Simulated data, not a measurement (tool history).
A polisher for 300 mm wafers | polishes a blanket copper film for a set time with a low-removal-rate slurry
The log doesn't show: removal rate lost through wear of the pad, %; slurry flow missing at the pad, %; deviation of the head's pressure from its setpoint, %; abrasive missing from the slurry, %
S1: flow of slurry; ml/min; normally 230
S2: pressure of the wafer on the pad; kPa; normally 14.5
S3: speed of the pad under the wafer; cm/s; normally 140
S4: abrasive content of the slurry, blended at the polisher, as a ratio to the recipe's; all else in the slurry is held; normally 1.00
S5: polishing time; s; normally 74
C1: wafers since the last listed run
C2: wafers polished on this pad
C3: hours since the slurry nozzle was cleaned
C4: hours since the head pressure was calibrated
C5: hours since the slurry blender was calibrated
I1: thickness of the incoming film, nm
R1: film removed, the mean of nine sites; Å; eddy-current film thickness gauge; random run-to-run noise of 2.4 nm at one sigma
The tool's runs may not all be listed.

run   hour   S1    S2   S3    S4  S5   C1    C2     C3      C4     C5      I1    R1
  1    0.0  230  14.5  140  1.00  74    0   619  163.8  1015.7   93.4  1119.1  2401
  2    9.5  230  14.5  140  1.00  74   57   676  173.3  1025.2  102.9  1123.5  2408
  3   25.7  230  14.5  140  1.00  74   97   773  189.5  1041.4  119.1  1129.4  2430
      32.1  -- slurry blender recalibrated
  4   40.4  270  14.5  140  1.00  74   76   850  204.2  1056.1    8.3  1116.8  2397
      52.3  -- worn pad replaced by a new one
  5   56.6  270  14.5  140  1.00  74   73    25  220.4  1072.3   24.5  1130.7  2665
  6   63.8  270  14.5  140  1.00  74   43    69  227.6  1079.5   31.7  1135.9  2609
  7   76.0  255  11.7  140  1.00  74   73   142  239.8  1091.7   43.9  1142.9  2138
  8   83.1  230  14.5  140  1.00  74   42   185  246.9  1098.8   51.0  1113.1  2512
  9   95.6  230  13.1  140  1.00  74   75   260  259.4  1111.3   63.5  1129.9  2250
 10  110.2  230  13.1  140  1.00  74   87   348  274.0  1125.9   78.1  1122.4  2270
 11  116.9  180  14.5  140  1.20  74   40   388  280.7  1132.6   84.8  1138.0  2536
 12  126.1  180  14.5  140  1.20  74   55   443  289.9  1141.8   94.0  1130.2  2481
 13  138.8  180  14.5  140  1.20  74   76   520  302.6  1154.5  106.7  1117.9  2474
     147.2  -- slurry nozzle cleaned
 14  147.7  230  14.5  140  1.00  74   47   567    0.5  1163.4  115.6  1146.1  2484
     152.3  -- slurry blender recalibrated
 15  161.2  310  14.5  140  1.15  84   69   636   14.0  1176.9    8.9  1127.7  2929
 16  174.9  230  17.9  104  1.30  74   82   718   27.7  1190.6   22.6  1122.2  2456
 17  192.4  230  14.5  140  0.80  74  105   824   45.2  1208.1   40.1  1140.3  2397
 18  204.0  230  18.6  140  0.75  59   69   893   56.8  1219.7   51.7  1128.7  2359
 19  210.7  230  14.5  140  1.00  74   40   934   63.5  1226.4   58.4  1107.2  2471
     218.1  -- head pressure recalibrated
 20  227.5  185  12.4  140  1.10  99   88  1023   80.3     9.4   75.2  1121.2  2556
     232.3  -- worn pad replaced by a new one
 21  244.1  200  10.3  168  0.90  74   75    71   96.9    26.0   91.8  1124.0  2014
 22  256.1  230  14.5  154  1.00  53   72   143  108.9    38.0  103.8  1142.8  1827
 23  264.6  295  14.5  106  0.85  74   51   194  117.4    46.5  112.3  1124.1  1831
     272.2  -- slurry blender recalibrated
 24  280.3  230  14.5  140  1.00  74   82   276  133.1    62.2    8.1  1143.8  2314
 25  290.9  175  14.5  140  1.00  74   63   340  143.7    72.8   18.7  1142.7  2307
 26  312.4  250  17.9  140  1.00  74  129   469  165.2    94.3   40.2  1128.9  2813
 27  363.1  230  14.5  140  1.00  74  304   774  215.9   145.0   90.9  1134.7  2224
 28  379.7  290  14.5  140  0.90  88   99   874  232.5   161.6  107.5  1106.9  2619
     390.6  -- worn pad replaced by a new one
 29  391.1  270  15.9  140  0.70  91   44     2  243.9   173.0  118.9  1129.7  3126
     403.8  -- slurry blender recalibrated
 30  404.8  255  17.2  140  0.75  57   70    73  257.6   186.7    1.0  1128.9  2101

What differs in the tool's unlogged condition from the final listed run ahead of each entry between runs to the first listed run following it?
After run 3, before run 4: slurry blender recalibrated (hour 32.1)
  removal rate lost through wear of the pad, %: 8.68 -> 8.85; deviation of the head's pressure from its setpoint, %: 8.14 -> 8.44
  the result without the hidden state subtracted from the measured one, R1: -43 -> -41 Å
After run 4, before run 5: worn pad replaced by a new one (hour 52.3)
  removal rate lost through wear of the pad, %: 8.85 -> 1.58; deviation of the head's pressure from its setpoint, %: 8.44 -> 8.77
  the result without the hidden state subtracted from the measured one, R1: -41 -> +162 Å
After run 13, before run 14: slurry nozzle cleaned (hour 147.2)
  removal rate lost through wear of the pad, %: 7.85 -> 8.11; deviation of the head's pressure from its setpoint, %: 10.5 -> 10.7
  the result without the hidden state subtracted from the measured one, R1: +30 -> +27 Å
After run 14, before run 15: slurry blender recalibrated (hour 152.3)
  removal rate lost through wear of the pad, %: 8.11 -> 8.42; deviation of the head's pressure from its setpoint, %: 10.7 -> 11.1
  the result without the hidden state subtracted from the measured one, R1: +27 -> +29 Å
After run 19, before run 20: head pressure recalibrated (hour 218.1)
  removal rate lost through wear of the pad, %: 9.07 -> 9.19; deviation of the head's pressure from its setpoint, %: 12.2 -> 0.744
  the result without the hidden state subtracted from the measured one, R1: +31 -> -239 Å
After run 20, before run 21: worn pad replaced by a new one (hour 232.3)
  removal rate lost through wear of the pad, %: 9.19 -> 2.38; deviation of the head's pressure from its setpoint, %: 0.744 -> 0.749
  the result without the hidden state subtracted from the measured one, R1: -239 -> -35 Å
After run 23, before run 24: slurry blender recalibrated (hour 272.2)
  removal rate lost through wear of the pad, %: 4.61 -> 5.81; deviation of the head's pressure from its setpoint, %: 0.764 -> 0.78
  the result without the hidden state subtracted from the measured one, R1: -75 -> -125 Å
After run 28, before run 29: worn pad replaced by a new one (hour 390.6)
  removal rate lost through wear of the pad, %: 8.72 -> 0.805; deviation of the head's pressure from its setpoint, %: 0.996 -> 1.03
  the result without the hidden state subtracted from the measured one, R1: -224 -> +5 Å
After run 29, before run 30: slurry blender recalibrated (hour 403.8)
  removal rate lost through wear of the pad, %: 0.805 -> 2.77; deviation of the head's pressure from its setpoint, %: 1.03 -> 1.08
  the result without the hidden state subtracted from the measured one, R1: +5 -> -38 Å

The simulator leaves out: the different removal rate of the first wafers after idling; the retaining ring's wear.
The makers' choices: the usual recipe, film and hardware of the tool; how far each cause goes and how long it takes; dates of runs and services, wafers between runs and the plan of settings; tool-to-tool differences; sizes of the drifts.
